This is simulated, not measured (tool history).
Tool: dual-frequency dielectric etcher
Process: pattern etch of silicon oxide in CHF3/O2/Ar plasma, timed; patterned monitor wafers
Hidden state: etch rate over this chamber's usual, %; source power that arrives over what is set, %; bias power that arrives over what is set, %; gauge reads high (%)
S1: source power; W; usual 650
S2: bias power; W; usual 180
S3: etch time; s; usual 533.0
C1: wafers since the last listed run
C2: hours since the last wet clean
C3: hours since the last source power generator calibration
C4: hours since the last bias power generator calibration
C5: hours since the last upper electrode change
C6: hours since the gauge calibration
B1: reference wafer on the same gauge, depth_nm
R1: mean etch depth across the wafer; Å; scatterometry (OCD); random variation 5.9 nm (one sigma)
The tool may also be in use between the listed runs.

run,hour,S1,S2,S3,C1,C2,C3,C4,C5,C6,B1,R1
1,0.0,650,180,533.0,0,320.2,3840.7,3125.5,3821.9,207.9,1090.4,10477
2,15.5,650,180,533.0,67,335.7,3856.2,3141.0,3837.4,223.4,1089.8,10572
3,25.1,650,180,533.0,41,345.3,3865.8,3150.6,3847.0,233.0,1089.0,10451
4,53.8,650,146,437.5,124,374.0,3894.5,3179.3,3875.7,261.7,1092.4,7684
5,70.9,650,146,437.5,74,391.1,3911.6,3196.4,3892.8,278.8,1090.7,7698
6,79.1,650,180,533.0,35,399.3,3919.8,3204.6,3901.0,287.0,1091.3,10457
# hour 113.7: wet clean of the chamber
# hour 115.0: source power generator calibrated
7,115.5,650,180,533.0,48,1.8,0.5,3241.0,3937.4,323.4,1091.1,10619
8,115.9,650,180,533.0,1,2.2,0.9,3241.4,3937.8,323.8,1090.6,10600
9,116.4,650,142,590.5,2,2.7,1.4,3241.9,3938.3,324.3,1088.8,10436
10,123.0,650,180,455.5,28,9.3,8.0,3248.5,3944.9,330.9,1090.7,9077
11,135.0,590,219,603.5,52,21.3,20.0,3260.5,3956.9,342.9,1087.4,12940
12,150.8,650,180,533.0,68,37.1,35.8,3276.3,3972.7,358.7,1090.8,10642
13,157.5,650,139,533.0,29,43.8,42.5,3283.0,3979.4,365.4,1093.3,9320
14,168.9,650,198,533.0,49,55.2,53.9,3294.4,3990.8,376.8,1087.7,11166
15,186.1,720,180,533.0,74,72.4,71.1,3311.6,4008.0,394.0,1091.3,10987
# hour 196.7: gauge calibrated
# hour 213.5: upper electrode replaced
16,214.0,810,163,454.0,16,100.3,99.0,3339.5,0.5,17.3,1088.6,9290
17,214.5,800,180,393.0,2,100.8,99.5,3340.0,1.0,17.8,1090.1,8441
18,220.3,720,180,533.0,25,106.6,105.3,3345.8,6.8,23.6,1088.6,10954
# hour 228.7: bias power generator calibrated
19,231.0,780,206,589.0,29,117.3,116.0,2.3,17.5,34.3,1090.8,13169
20,247.9,590,166,606.5,73,134.2,132.9,19.2,34.4,51.2,1089.8,11202
21,254.6,650,180,390.0,29,140.9,139.6,25.9,41.1,57.9,1090.5,7735
22,270.5,650,180,533.0,68,156.8,155.5,41.8,57.0,73.8,1092.5,10567
23,278.8,650,198,533.0,35,165.1,163.8,50.1,65.3,82.1,1088.8,11071
24,295.4,530,205,590.0,71,181.7,180.4,66.7,81.9,98.7,1090.2,11558
25,305.2,800,195,601.0,42,191.5,190.2,76.5,91.7,108.5,1090.3,13311
26,312.3,540,208,533.0,30,198.6,197.3,83.6,98.8,115.6,1091.4,10571
27,321.0,770,180,533.0,37,207.3,206.0,92.3,107.5,124.3,1089.3,11189
28,335.1,610,180,533.0,61,221.4,220.1,106.4,121.6,138.4,1089.4,10208
29,346.0,490,167,533.0,47,232.3,231.0,117.3,132.5,149.3,1087.8,9024
30,358.5,650,180,533.0,54,244.8,243.5,129.8,145.0,161.8,1089.7,10351

What the log doesn't show, run by run:
source power that arrives over what is set, %: 0 in every run
bias power that arrives over what is set, %: 0 in every run
gauge reads high (%): 0 in every run
H1: etch rate over this chamber's usual, %
run,H1
1,-1.67
2,-1.76
3,-1.81
4,-1.98
5,-2.07
6,-2.12
7,-0.473
8,-0.475
9,-0.478
10,-0.515
11,-0.584
12,-0.675
13,-0.713
14,-0.778
15,-0.877
16,-1.04
17,-1.04
18,-1.07
19,-1.13
20,-1.23
21,-1.27
22,-1.36
23,-1.41
24,-1.5
25,-1.56
26,-1.6
27,-1.65
28,-1.73
29,-1.79
30,-1.86
